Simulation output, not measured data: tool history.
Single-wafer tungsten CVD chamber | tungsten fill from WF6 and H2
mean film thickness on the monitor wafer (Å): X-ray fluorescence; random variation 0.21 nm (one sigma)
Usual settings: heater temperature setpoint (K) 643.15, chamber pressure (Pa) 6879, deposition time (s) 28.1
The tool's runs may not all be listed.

run,day,heater temperature setpoint (K),chamber pressure (Pa),deposition time (s),wafers since the last listed run,hours since the last thermocouple change,hours since the last manometer calibration,hours since the showerhead was replaced,hours since the gauge calibration,"read-back reference wafer on the same gauge, thickness_nm",mean film thickness on the monitor wafer (Å)
1,0,651.15,5933,28.1,0,1134.1,1946.5,4637.2,130.2,57.23,533.16
2,0.421,643.15,6879,28.1,301,1144.2,1956.6,4647.3,140.3,57.19,484.04
3,0.862,643.15,6879,28.1,316,1154.8,1967.2,4657.9,150.9,57.197,487.98
4,1.379,643.15,6879,28.1,370,1167.2,1979.6,4670.3,163.3,57.196,485.01
5,2.058,643.15,6879,28.1,487,1183.5,1995.9,4686.6,179.6,57.199,485.54
6,2.454,643.15,6879,31.9,283,1193,2005.4,4696.1,189.1,57.213,550.19
7,3.075,643.15,6146,28.1,445,1207.9,2020.3,4711,204,57.237,462.87
8,3.342,643.15,6879,23.8,191,1214.3,2026.7,4717.4,210.4,57.189,410.12
9,3.758,643.15,6879,23.8,298,1224.3,2036.7,4727.4,220.4,57.192,411.24
# day 4.458: capacitance manometer re-zeroed and calibrated
10,4.488,643.15,6879,23.8,283,1241.8,0.7,4744.9,237.9,57.097,406.55
11,4.904,643.15,6879,28.1,298,1251.8,10.7,4754.9,247.9,57.183,485.89
12,5.162,643.15,6879,28.1,185,1258,16.9,4761.1,254.1,57.157,478.87
13,5.746,643.15,6879,28.1,418,1272,30.9,4775.1,268.1,57.181,483.65
14,6.504,643.15,6879,28.1,543,1290.2,49.1,4793.3,286.3,57.268,479.69
15,6.792,643.15,6879,28.1,206,1297.1,56,4800.2,293.2,57.172,478.96
16,7.212,652.15,5346,24.5,301,1307.2,66.1,4810.3,303.3,57.22,454.3
17,7.625,652.15,6879,31.8,295,1317.1,76,4820.2,313.2,57.228,642.06
# day 8.183: thermocouple changed; heater temperature recalibrated
# day 8.533: showerhead replaced, of another model than before
18,8.554,643.15,6426,28.1,188,8.9,98.3,0.5,335.5,57.21,489.62
19,9.242,643.15,6079,30.3,493,25.4,114.8,17,352,57.227,517.75
20,9.629,643.15,6879,28.1,277,34.7,124.1,26.3,361.3,57.216,515.79

Forecast run 21:
21,9.942,635.15,5853,26.4,224,42.2,131.6,33.8,368.8,?,?

Run 21 gave read-back reference wafer on the same gauge, thickness_nm 57.24, mean film thickness on the monitor wafer (Å) 378.15.
Without the tool's hidden state the same run would have given mean film thickness on the monitor wafer (Å) 381.15.
